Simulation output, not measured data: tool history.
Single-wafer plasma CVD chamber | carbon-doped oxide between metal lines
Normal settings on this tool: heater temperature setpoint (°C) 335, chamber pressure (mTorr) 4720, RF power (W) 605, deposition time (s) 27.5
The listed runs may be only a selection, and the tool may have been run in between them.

run	hour	heater temperature setpoint (°C)	chamber pressure (mTorr)	RF power (W)	deposition time (s)	wafers since the last listed run	hours since the last thermocouple change	hours since the last RF generator calibration	hours since the last manometer calibration	hours since the showerhead was replaced	hours since the gauge calibration	read-back reference wafer on the same gauge, thickness_nm	mean film thickness on the monitor wafer (nm)
1	0.0	335	4720	605	27.5	0	1385.9	1262.7	2171.5	2209.3	203.6	152.154	168.964
2	17.5	344	4720	535	27.5	466	1403.4	1280.2	2189.0	2226.8	221.1	151.711	155.683
3	23.7	335	4720	605	27.5	165	1409.6	1286.4	2195.2	2233.0	227.3	152.178	168.546
4	40.8	335	4720	605	27.5	455	1426.7	1303.5	2212.3	2250.1	244.4	152.141	169.267
# hour 44.6: gauge calibrated
5	54.4	335	4720	605	27.5	362	1440.3	1317.1	2225.9	2263.7	9.8	152.142	169.635
6	68.4	335	4720	605	27.5	372	1454.3	1331.1	2239.9	2277.7	23.8	152.075	168.112
7	84.2	347	4720	605	27.5	420	1470.1	1346.9	2255.7	2293.5	39.6	152.134	162.091
8	93.6	347	4720	605	27.5	250	1479.5	1356.3	2265.1	2302.9	49.0	152.049	161.571
9	108.0	347	4720	605	27.5	383	1493.9	1370.7	2279.5	2317.3	63.4	152.055	161.003
10	116.3	335	4720	605	27.5	221	1502.2	1379.0	2287.8	2325.6	71.7	151.773	167.792
11	131.0	335	4720	605	27.5	391	1516.9	1393.7	2302.5	2340.3	86.4	152.040	168.908
12	143.7	335	4720	605	27.5	338	1529.6	1406.4	2315.2	2353.0	99.1	151.861	168.321
# hour 152.3: RF generator calibrated
# hour 156.4: capacitance manometer re-zeroed and calibrated
13	158.0	335	4240	605	27.5	59	1543.9	5.7	1.6	2367.3	113.4	152.219	165.676
# hour 195.0: showerhead replaced
14	211.9	335	4720	605	27.5	1222	1597.8	59.6	55.5	16.9	167.3	151.879	168.382
15	219.4	335	3940	555	27.5	199	1605.3	67.1	63.0	24.4	174.8	151.980	159.286
16	231.2	335	4720	605	27.5	314	1617.1	78.9	74.8	36.2	186.6	151.923	168.603
17	247.7	326	4720	635	27.5	439	1633.6	95.4	91.3	52.7	203.1	151.930	176.670
18	264.4	335	3950	605	25.6	444	1650.3	112.1	108.0	69.4	219.8	151.900	154.110
# hour 275.7: thermocouple changed; heater temperature recalibrated
# hour 279.3: gauge calibrated
19	280.5	344	4720	605	27.5	215	4.8	128.2	124.1	85.5	1.2	151.816	162.671
20	296.2	347	4720	605	27.5	418	20.5	143.9	139.8	101.2	16.9	152.209	161.344
21	303.7	335	3770	605	27.5	199	28.0	151.4	147.3	108.7	24.4	152.124	164.863
22	337.0	335	5860	605	27.5	886	61.3	184.7	180.6	142.0	57.7	151.826	173.761
23	344.6	335	5800	605	27.5	202	68.9	192.3	188.2	149.6	65.3	152.041	173.703
24	357.7	335	4720	605	27.5	348	82.0	205.4	201.3	162.7	78.4	152.048	168.380
25	365.9	335	4720	605	27.5	218	90.2	213.6	209.5	170.9	86.6	151.982	167.686
26	373.1	321	4160	510	22.7	191	97.4	220.8	216.7	178.1	93.8	151.980	135.849
27	390.2	344	5320	710	23.5	455	114.5	237.9	233.8	195.2	110.9	151.953	151.725
28	397.8	321	4720	605	31.3	202	122.1	245.5	241.4	202.8	118.5	151.775	201.993
29	405.4	335	4720	605	27.5	202	129.7	253.1	249.0	210.4	126.1	152.020	168.539

Branching from run 29: 4 alternative next runs. What would each branch give?
A	405.8	335	4720	605	27.5	10	130.1	253.5	249.4	210.8	126.5	?	?
B	405.8	335	3680	555	32.9	10	130.1	253.5	249.4	210.8	126.5	?	?
C	405.8	342	5760	535	30.5	10	130.1	253.5	249.4	210.8	126.5	?	?
D	405.8	335	3650	635	27.5	10	130.1	253.5	249.4	210.8	126.5	?	?

run	read-back reference wafer on the same gauge, thickness_nm	mean film thickness on the monitor wafer (nm)
A	151.821	167.331
B	151.821	187.430
C	151.821	176.354
D	151.821	165.628
Without the tool's hidden state the same runs would have given:
run	mean film thickness on the monitor wafer (nm)
A	167.331
B	187.430
C	176.354
D	165.628
